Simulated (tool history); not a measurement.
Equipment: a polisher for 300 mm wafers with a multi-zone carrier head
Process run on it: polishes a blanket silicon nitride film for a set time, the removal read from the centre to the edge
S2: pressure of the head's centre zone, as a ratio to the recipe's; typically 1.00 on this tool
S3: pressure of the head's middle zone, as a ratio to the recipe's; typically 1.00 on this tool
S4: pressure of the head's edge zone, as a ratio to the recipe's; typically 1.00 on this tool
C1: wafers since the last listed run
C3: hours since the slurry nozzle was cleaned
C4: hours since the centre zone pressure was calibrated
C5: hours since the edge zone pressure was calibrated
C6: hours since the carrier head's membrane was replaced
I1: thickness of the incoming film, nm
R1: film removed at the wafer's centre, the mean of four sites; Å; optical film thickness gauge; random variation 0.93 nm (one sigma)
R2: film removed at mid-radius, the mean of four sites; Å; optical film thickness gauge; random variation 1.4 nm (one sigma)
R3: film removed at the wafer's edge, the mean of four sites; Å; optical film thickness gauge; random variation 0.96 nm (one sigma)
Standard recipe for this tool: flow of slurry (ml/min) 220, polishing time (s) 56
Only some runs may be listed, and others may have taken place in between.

{"run": 1, "day": 0.0, "flow of slurry (ml/min)": 220, "S2": 1.0, "S3": 1.0, "S4": 1.0, "polishing time (s)": 56, "C1": 0, "wafers polished on this pad": 591, "C3": 611.9, "C4": 0.7, "C5": 1227.6, "C6": 1123.5, "I1": 604.4, "R1": 1000, "R2": 1000, "R3": 993}
{"run": 2, "day": 1.233, "flow of slurry (ml/min)": 220, "S2": 1.0, "S3": 1.0, "S4": 1.0, "polishing time (s)": 56, "C1": 325, "wafers polished on this pad": 916, "C3": 641.5, "C4": 30.3, "C5": 1257.2, "C6": 1153.1, "I1": 615.9, "R1": 1000, "R2": 1017, "R3": 986}
{"run": 3, "day": 1.892, "flow of slurry (ml/min)": 220, "S2": 1.0, "S3": 1.0, "S4": 1.0, "polishing time (s)": 56, "C1": 173, "wafers polished on this pad": 1090, "C3": 657.3, "C4": 46.1, "C5": 1273.0, "C6": 1168.9, "I1": 612.7, "R1": 1013, "R2": 997, "R3": 1004}
{"day": 2.358, "done": "worn pad replaced by a new one"}
{"run": 4, "day": 3.258, "flow of slurry (ml/min)": 175, "S2": 1.0, "S3": 1.0, "S4": 1.0, "polishing time (s)": 56, "C1": 316, "wafers polished on this pad": 237, "C3": 690.1, "C4": 78.9, "C5": 1305.8, "C6": 1201.7, "I1": 621.2, "R1": 994, "R2": 955, "R3": 984}
{"run": 5, "day": 4.679, "flow of slurry (ml/min)": 175, "S2": 1.0, "S3": 1.0, "S4": 1.0, "polishing time (s)": 56, "C1": 375, "wafers polished on this pad": 612, "C3": 724.2, "C4": 113.0, "C5": 1339.9, "C6": 1235.8, "I1": 622.1, "R1": 970, "R2": 936, "R3": 975}
{"day": 5.892, "done": "edge zone pressure recalibrated"}
{"run": 6, "day": 6.158, "flow of slurry (ml/min)": 220, "S2": 0.93, "S3": 0.92, "S4": 1.0, "polishing time (s)": 56, "C1": 368, "wafers polished on this pad": 981, "C3": 759.7, "C4": 148.5, "C5": 6.4, "C6": 1271.3, "I1": 606.0, "R1": 938, "R2": 942, "R3": 1008}
{"run": 7, "day": 6.946, "flow of slurry (ml/min)": 220, "S2": 0.93, "S3": 0.92, "S4": 1.0, "polishing time (s)": 56, "C1": 207, "wafers polished on this pad": 1189, "C3": 778.6, "C4": 167.4, "C5": 25.3, "C6": 1290.2, "I1": 612.4, "R1": 961, "R2": 950, "R3": 982}
{"day": 7.354, "done": "worn pad replaced by a new one"}
{"run": 8, "day": 7.817, "flow of slurry (ml/min)": 220, "S2": 1.0, "S3": 1.0, "S4": 1.0, "polishing time (s)": 56, "C1": 185, "wafers polished on this pad": 121, "C3": 799.5, "C4": 188.3, "C5": 46.2, "C6": 1311.1, "I1": 620.9, "R1": 1031, "R2": 994, "R3": 1000}
{"run": 9, "day": 10.05, "flow of slurry (ml/min)": 220, "S2": 1.0, "S3": 1.0, "S4": 1.07, "polishing time (s)": 63, "C1": 589, "wafers polished on this pad": 711, "C3": 853.1, "C4": 241.9, "C5": 99.8, "C6": 1364.7, "I1": 603.3, "R1": 1157, "R2": 1110, "R3": 1145}
{"run": 10, "day": 10.729, "flow of slurry (ml/min)": 220, "S2": 0.9, "S3": 1.06, "S4": 1.0, "polishing time (s)": 56, "C1": 179, "wafers polished on this pad": 890, "C3": 869.4, "C4": 258.2, "C5": 116.1, "C6": 1381.0, "I1": 601.3, "R1": 930, "R2": 1054, "R3": 1008}
{"day": 12.104, "done": "centre zone pressure recalibrated"}
{"day": 12.15, "done": "carrier head's membrane replaced by a new one"}
{"day": 12.512, "done": "worn pad replaced by a new one"}
{"run": 11, "day": 12.533, "flow of slurry (ml/min)": 275, "S2": 0.92, "S3": 1.0, "S4": 1.0, "polishing time (s)": 45, "C1": 398, "wafers polished on this pad": 5, "C3": 912.7, "C4": 10.3, "C5": 159.4, "C6": 9.2, "I1": 615.2, "R1": 764, "R2": 819, "R3": 821}
{"day": 12.946, "done": "slurry nozzle cleaned"}
{"run": 12, "day": 13.792, "flow of slurry (ml/min)": 220, "S2": 0.91, "S3": 1.0, "S4": 1.0, "polishing time (s)": 56, "C1": 321, "wafers polished on this pad": 326, "C3": 20.3, "C4": 40.5, "C5": 189.6, "C6": 39.4, "I1": 606.6, "R1": 912, "R2": 992, "R3": 1002}
{"run": 13, "day": 15.288, "flow of slurry (ml/min)": 220, "S2": 1.0, "S3": 0.9, "S4": 1.0, "polishing time (s)": 56, "C1": 394, "wafers polished on this pad": 721, "C3": 56.2, "C4": 76.4, "C5": 225.5, "C6": 75.3, "I1": 617.9, "R1": 1013, "R2": 960, "R3": 997}
{"run": 14, "day": 15.883, "flow of slurry (ml/min)": 275, "S2": 0.92, "S3": 1.0, "S4": 1.0, "polishing time (s)": 45, "C1": 157, "wafers polished on this pad": 878, "C3": 70.5, "C4": 90.7, "C5": 239.8, "C6": 89.6, "I1": 600.4, "R1": 775, "R2": 828, "R3": 817}
{"day": 17.192, "done": "worn pad replaced by a new one"}
{"run": 15, "day": 17.212, "flow of slurry (ml/min)": 220, "S2": 1.05, "S3": 1.08, "S4": 1.04, "polishing time (s)": 56, "C1": 306, "wafers polished on this pad": 5, "C3": 102.4, "C4": 122.6, "C5": 271.7, "C6": 121.5, "I1": 607.7, "R1": 1055, "R2": 1047, "R3": 1012}

Hidden state, per run?
removal rate lost through wear of the pad, %: 0 at every run
slurry flow missing at the pad, %: 0 at every run
deviation of the edge zone's pressure from its setpoint, %: 0 at every run
H1: deviation of the centre zone's pressure from its setpoint, %
run=1 H1=-0.177
run=2 H1=0.317
run=3 H1=0.581
run=4 H1=1.13
run=5 H1=1.7
run=6 H1=2.29
run=7 H1=2.6
run=8 H1=2.95
run=9 H1=3.85
run=10 H1=4.12
run=11 H1=-0.169
run=12 H1=0.335
run=13 H1=0.934
run=14 H1=1.17
run=15 H1=1.7
